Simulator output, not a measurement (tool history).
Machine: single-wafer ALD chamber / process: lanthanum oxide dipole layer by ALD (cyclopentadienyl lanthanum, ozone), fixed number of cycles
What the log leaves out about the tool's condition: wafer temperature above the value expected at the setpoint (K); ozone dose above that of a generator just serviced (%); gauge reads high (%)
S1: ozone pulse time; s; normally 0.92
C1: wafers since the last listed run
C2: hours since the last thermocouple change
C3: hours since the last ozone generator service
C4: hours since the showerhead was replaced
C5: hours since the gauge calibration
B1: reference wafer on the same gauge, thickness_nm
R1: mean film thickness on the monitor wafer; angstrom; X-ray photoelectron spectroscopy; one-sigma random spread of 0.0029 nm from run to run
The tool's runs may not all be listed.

run,hour,S1,C1,C2,C3,C4,C5,B1,R1
1,0.0,0.92,0,2553.5,640.4,7302.6,326.7,0.463,5.01
2,8.0,0.92,121,2561.5,648.4,7310.6,334.7,0.462,5.04
3,51.1,0.92,653,2604.6,691.5,7353.7,377.8,0.462,5.00
4,61.1,0.92,151,2614.6,701.5,7363.7,387.8,0.463,5.01
5,74.6,1.12,204,2628.1,715.0,7377.2,401.3,0.462,5.33
6,86.3,0.92,177,2639.8,726.7,7388.9,413.0,0.462,5.01
7,103.2,0.92,256,2656.7,743.6,7405.8,429.9,0.463,4.98
# hour 121.0: showerhead replaced, of another model than before
8,121.5,0.92,156,2675.0,761.9,0.5,448.2,0.463,4.85
# hour 123.7: gauge calibrated
# hour 137.0: thermocouple changed; heater temperature recalibrated
9,137.5,0.92,121,0.5,777.9,16.5,13.8,0.461,4.87
# hour 151.3: ozone generator serviced
10,151.8,0.92,95,14.8,0.5,30.8,28.1,0.461,5.14
11,152.1,0.92,4,15.1,0.8,31.1,28.4,0.461,5.23
12,160.0,0.83,119,23.0,8.7,39.0,36.3,0.462,4.90
13,173.4,0.83,203,36.4,22.1,52.4,49.7,0.462,4.90
14,183.2,0.83,148,46.2,31.9,62.2,59.5,0.463,4.88
15,189.9,1.08,101,52.9,38.6,68.9,66.2,0.463,5.59
16,199.7,0.92,148,62.7,48.4,78.7,76.0,0.462,5.16
17,210.9,0.76,169,73.9,59.6,89.9,87.2,0.462,4.51
18,226.7,0.92,239,89.7,75.4,105.7,103.0,0.463,5.11
19,236.8,0.92,153,99.8,85.5,115.8,113.1,0.463,5.13
20,247.0,0.77,154,110.0,95.7,126.0,123.3,0.462,4.50
21,253.8,0.56,103,116.8,102.5,132.8,130.1,0.463,3.21
22,268.0,1.28,215,131.0,116.7,147.0,144.3,0.462,5.83
23,279.6,0.92,175,142.6,128.3,158.6,155.9,0.463,5.06
24,288.6,1.23,136,151.6,137.3,167.6,164.9,0.462,5.71
25,298.6,0.68,151,161.6,147.3,177.6,174.9,0.463,3.97
26,306.7,0.61,122,169.7,155.4,185.7,183.0,0.463,3.54
27,320.3,0.92,206,183.3,169.0,199.3,196.6,0.462,5.05
28,338.1,0.83,270,201.1,186.8,217.1,214.4,0.462,4.70
29,351.2,0.92,198,214.2,199.9,230.2,227.5,0.462,5.03
30,364.1,0.62,195,227.1,212.8,243.1,240.4,0.462,3.57
31,371.3,0.74,109,234.3,220.0,250.3,247.6,0.461,4.24
32,380.5,0.92,139,243.5,229.2,259.5,256.8,0.461,4.99
33,390.4,1.03,150,253.4,239.1,269.4,266.7,0.462,5.29

State the hidden condition of the tool at each of the runs:
wafer temperature above the value expected at the setpoint (K): 0 on each run
gauge reads high (%): 0 on each run
H1: ozone dose above that of a generator just serviced (%)
run,H1
1,-11.3
2,-11.3
3,-11.5
4,-11.5
5,-11.5
6,-11.6
7,-11.6
8,-11.7
9,-11.7
10,-0.571
11,-0.586
12,-0.957
13,-1.56
14,-1.98
15,-2.26
16,-2.66
17,-3.09
18,-3.67
19,-4.02
20,-4.37
21,-4.59
22,-5.03
23,-5.37
24,-5.62
25,-5.9
26,-6.11
27,-6.45
28,-6.87
29,-7.16
30,-7.44
31,-7.58
32,-7.76
33,-7.95
